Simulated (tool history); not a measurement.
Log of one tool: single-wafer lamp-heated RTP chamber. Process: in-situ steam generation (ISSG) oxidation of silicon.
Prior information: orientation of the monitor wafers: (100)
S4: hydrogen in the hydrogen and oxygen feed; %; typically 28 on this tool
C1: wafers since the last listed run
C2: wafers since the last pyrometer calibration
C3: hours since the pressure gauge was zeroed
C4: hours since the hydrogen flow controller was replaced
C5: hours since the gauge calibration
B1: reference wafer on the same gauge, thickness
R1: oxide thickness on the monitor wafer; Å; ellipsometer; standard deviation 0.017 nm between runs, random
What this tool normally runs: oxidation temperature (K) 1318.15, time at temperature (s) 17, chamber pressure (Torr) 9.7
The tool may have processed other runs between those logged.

run 1 hour=0 | oxidation_temperature_(K)=1318.15 time_at_temperature_(s)=17 chamber_pressure_(Torr)=9.7 S4=28 | C1=0 C2=204 C3=3297.8 C4=5235.3 C5=705.2 | B1=7.081 | R1=63.72
run 2 hour=25.9 | oxidation_temperature_(K)=1318.15 time_at_temperature_(s)=17 chamber_pressure_(Torr)=8.5 S4=28 | C1=211 C2=415 C3=3323.7 C4=5261.2 C5=731.1 | B1=7.073 | R1=64.98
run 3 hour=41.1 | oxidation_temperature_(K)=1318.15 time_at_temperature_(s)=19 chamber_pressure_(Torr)=9.7 S4=28 | C1=124 C2=539 C3=3338.9 C4=5276.4 C5=746.3 | B1=7.079 | R1=67.26
run 4 hour=60.3 | oxidation_temperature_(K)=1318.15 time_at_temperature_(s)=19 chamber_pressure_(Torr)=9.7 S4=28 | C1=156 C2=696 C3=3358.1 C4=5295.6 C5=765.5 | B1=7.073 | R1=66.81
run 5 hour=90.3 | oxidation_temperature_(K)=1318.15 time_at_temperature_(s)=17 chamber_pressure_(Torr)=9.7 S4=28 | C1=244 C2=941 C3=3388.1 C4=5325.6 C5=795.5 | B1=7.066 | R1=63.34
run 6 hour=116.6 | oxidation_temperature_(K)=1318.15 time_at_temperature_(s)=17 chamber_pressure_(Torr)=9.7 S4=28 | C1=214 C2=1155 C3=3414.4 C4=5351.9 C5=821.8 | B1=7.052 | R1=63.28
run 7 hour=137.8 | oxidation_temperature_(K)=1318.15 time_at_temperature_(s)=12 chamber_pressure_(Torr)=9.7 S4=28 | C1=172 C2=1328 C3=3435.6 C4=5373.1 C5=843 | B1=7.06 | R1=53.31
run 8 hour=161.6 | oxidation_temperature_(K)=1318.15 time_at_temperature_(s)=21 chamber_pressure_(Torr)=9.7 S4=28 | C1=194 C2=1523 C3=3459.4 C4=5396.9 C5=866.8 | B1=7.06 | R1=70.51
-- hour=178.4 gauge calibrated
run 9 hour=188.9 | oxidation_temperature_(K)=1318.15 time_at_temperature_(s)=17 chamber_pressure_(Torr)=9.7 S4=28 | C1=222 C2=1745 C3=3486.7 C4=5424.2 C5=10.5 | B1=7.228 | R1=64.62
-- hour=211.1 pressure gauge zeroed
run 10 hour=211.6 | oxidation_temperature_(K)=1318.15 time_at_temperature_(s)=17 chamber_pressure_(Torr)=9.7 S4=32 | C1=119 C2=1865 C3=0.5 C4=5446.9 C5=33.2 | B1=7.206 | R1=67.07
run 11 hour=240.9 | oxidation_temperature_(K)=1305.15 time_at_temperature_(s)=13 chamber_pressure_(Torr)=9.7 S4=28 | C1=239 C2=2104 C3=29.8 C4=5476.2 C5=62.5 | B1=7.206 | R1=53.42
run 12 hour=262.2 | oxidation_temperature_(K)=1313.15 time_at_temperature_(s)=17 chamber_pressure_(Torr)=9.7 S4=28 | C1=173 C2=2278 C3=51.1 C4=5497.5 C5=83.8 | B1=7.201 | R1=63.08
run 13 hour=283 | oxidation_temperature_(K)=1318.15 time_at_temperature_(s)=21 chamber_pressure_(Torr)=9.7 S4=28 | C1=169 C2=2448 C3=71.9 C4=5518.3 C5=104.6 | B1=7.2 | R1=71.88
run 14 hour=313.4 | oxidation_temperature_(K)=1335.15 time_at_temperature_(s)=20 chamber_pressure_(Torr)=9.7 S4=22 | C1=248 C2=2696 C3=102.3 C4=5548.7 C5=135 | B1=7.195 | R1=72.89
-- hour=321.7 hydrogen flow controller replaced
run 15 hour=348.4 | oxidation_temperature_(K)=1307.15 time_at_temperature_(s)=17 chamber_pressure_(Torr)=10.2 S4=28 | C1=220 C2=2916 C3=137.3 C4=26.7 C5=170 | B1=7.185 | R1=60.38
run 16 hour=380 | oxidation_temperature_(K)=1318.15 time_at_temperature_(s)=17 chamber_pressure_(Torr)=9.2 S4=28 | C1=257 C2=3174 C3=168.9 C4=58.3 C5=201.6 | B1=7.176 | R1=65.17
run 17 hour=401.2 | oxidation_temperature_(K)=1311.15 time_at_temperature_(s)=22 chamber_pressure_(Torr)=9.7 S4=28 | C1=172 C2=3347 C3=190.1 C4=79.5 C5=222.8 | B1=7.174 | R1=70.84
run 18 hour=431.7 | oxidation_temperature_(K)=1318.15 time_at_temperature_(s)=17 chamber_pressure_(Torr)=9.7 S4=28 | C1=248 C2=3596 C3=220.6 C4=110 C5=253.3 | B1=7.172 | R1=64.23
run 19 hour=447.1 | oxidation_temperature_(K)=1330.15 time_at_temperature_(s)=15 chamber_pressure_(Torr)=10.2 S4=32 | C1=125 C2=3721 C3=236 C4=125.4 C5=268.7 | B1=7.173 | R1=65.63
run 20 hour=465.5 | oxidation_temperature_(K)=1318.15 time_at_temperature_(s)=17 chamber_pressure_(Torr)=9.7 S4=28 | C1=150 C2=3871 C3=254.4 C4=143.8 C5=287.1 | B1=7.152 | R1=64.15
run 21 hour=497.9 | oxidation_temperature_(K)=1300.15 time_at_temperature_(s)=19 chamber_pressure_(Torr)=9.7 S4=20 | C1=264 C2=4136 C3=286.8 C4=176.2 C5=319.5 | B1=7.156 | R1=57.69
run 22 hour=509.9 | oxidation_temperature_(K)=1331.15 time_at_temperature_(s)=23 chamber_pressure_(Torr)=10.2 S4=32 | C1=97 C2=4234 C3=298.8 C4=188.2 C5=331.5 | B1=7.15 | R1=81.5
run 23 hour=541.9 | oxidation_temperature_(K)=1311.15 time_at_temperature_(s)=17 chamber_pressure_(Torr)=10.2 S4=23 | C1=261 C2=4495 C3=330.8 C4=220.2 C5=363.5 | B1=7.151 | R1=58.66
-- hour=554.7 pyrometer window cleaned and pyrometer calibrated
run 24 hour=557.1 | oxidation_temperature_(K)=1318.15 time_at_temperature_(s)=17 chamber_pressure_(Torr)=9.7 S4=28 | C1=58 C2=19 C3=346 C4=235.4 C5=378.7 | B1=7.147 | R1=63.8
run 25 hour=585.7 | oxidation_temperature_(K)=1330.15 time_at_temperature_(s)=17 chamber_pressure_(Torr)=9.7 S4=31 | C1=233 C2=252 C3=374.6 C4=264 C5=407.3 | B1=7.141 | R1=70.16
run 26 hour=600.8 | oxidation_temperature_(K)=1318.15 time_at_temperature_(s)=17 chamber_pressure_(Torr)=10.1 S4=28 | C1=123 C2=375 C3=389.7 C4=279.1 C5=422.4 | B1=7.129 | R1=63.72
run 27 hour=632.6 | oxidation_temperature_(K)=1318.15 time_at_temperature_(s)=20 chamber_pressure_(Torr)=9.7 S4=32 | C1=259 C2=635 C3=421.5 C4=310.9 C5=454.2 | B1=7.133 | R1=71.69
run 28 hour=650.7 | oxidation_temperature_(K)=1329.15 time_at_temperature_(s)=17 chamber_pressure_(Torr)=10.2 S4=21 | C1=147 C2=783 C3=439.6 C4=329 C5=472.3 | B1=7.112 | R1=62.92
run 29 hour=674.4 | oxidation_temperature_(K)=1318.15 time_at_temperature_(s)=17 chamber_pressure_(Torr)=8.8 S4=23 | C1=193 C2=976 C3=463.3 C4=352.7 C5=496 | B1=7.119 | R1=62.19
run 30 hour=693.1 | oxidation_temperature_(K)=1329.15 time_at_temperature_(s)=17 chamber_pressure_(Torr)=9.7 S4=28 | C1=152 C2=1128 C3=482 C4=371.4 C5=514.7 | B1=7.118 | R1=67.87
run 31 hour=709.6 | oxidation_temperature_(K)=1318.15 time_at_temperature_(s)=21 chamber_pressure_(Torr)=9.7 S4=28 | C1=134 C2=1263 C3=498.5 C4=387.9 C5=531.2 | B1=7.111 | R1=71.29
run 32 hour=741.4 | oxidation_temperature_(K)=1318.15 time_at_temperature_(s)=17 chamber_pressure_(Torr)=10.2 S4=28 | C1=259 C2=1523 C3=530.3 C4=419.7 C5=563 | B1=7.108 | R1=62.97

Each row is a separate what-if for the run after 32, all from the same tool condition, not one after another. Results?
run A hour=741.9 | oxidation_temperature_(K)=1330.15 time_at_temperature_(s)=17 chamber_pressure_(Torr)=9.7 S4=28 | C1=4 C2=1527 C3=530.8 C4=420.2 C5=563.5 | B1=? | R1=?
run B hour=741.9 | oxidation_temperature_(K)=1305.15 time_at_temperature_(s)=17 chamber_pressure_(Torr)=9.7 S4=28 | C1=4 C2=1527 C3=530.8 C4=420.2 C5=563.5 | B1=? | R1=?
run C hour=741.9 | oxidation_temperature_(K)=1329.15 time_at_temperature_(s)=22 chamber_pressure_(Torr)=9.7 S4=28 | C1=4 C2=1527 C3=530.8 C4=420.2 C5=563.5 | B1=? | R1=?

run=A B1=7.11 R1=67.76
run=B B1=7.11 R1=59.66
run=C B1=7.11 R1=77.06
Take away the tool's hidden state, keep each run's random variation, and the runs would have read:
run=A R1=68.85
run=B R1=60.62
run=C R1=78.29

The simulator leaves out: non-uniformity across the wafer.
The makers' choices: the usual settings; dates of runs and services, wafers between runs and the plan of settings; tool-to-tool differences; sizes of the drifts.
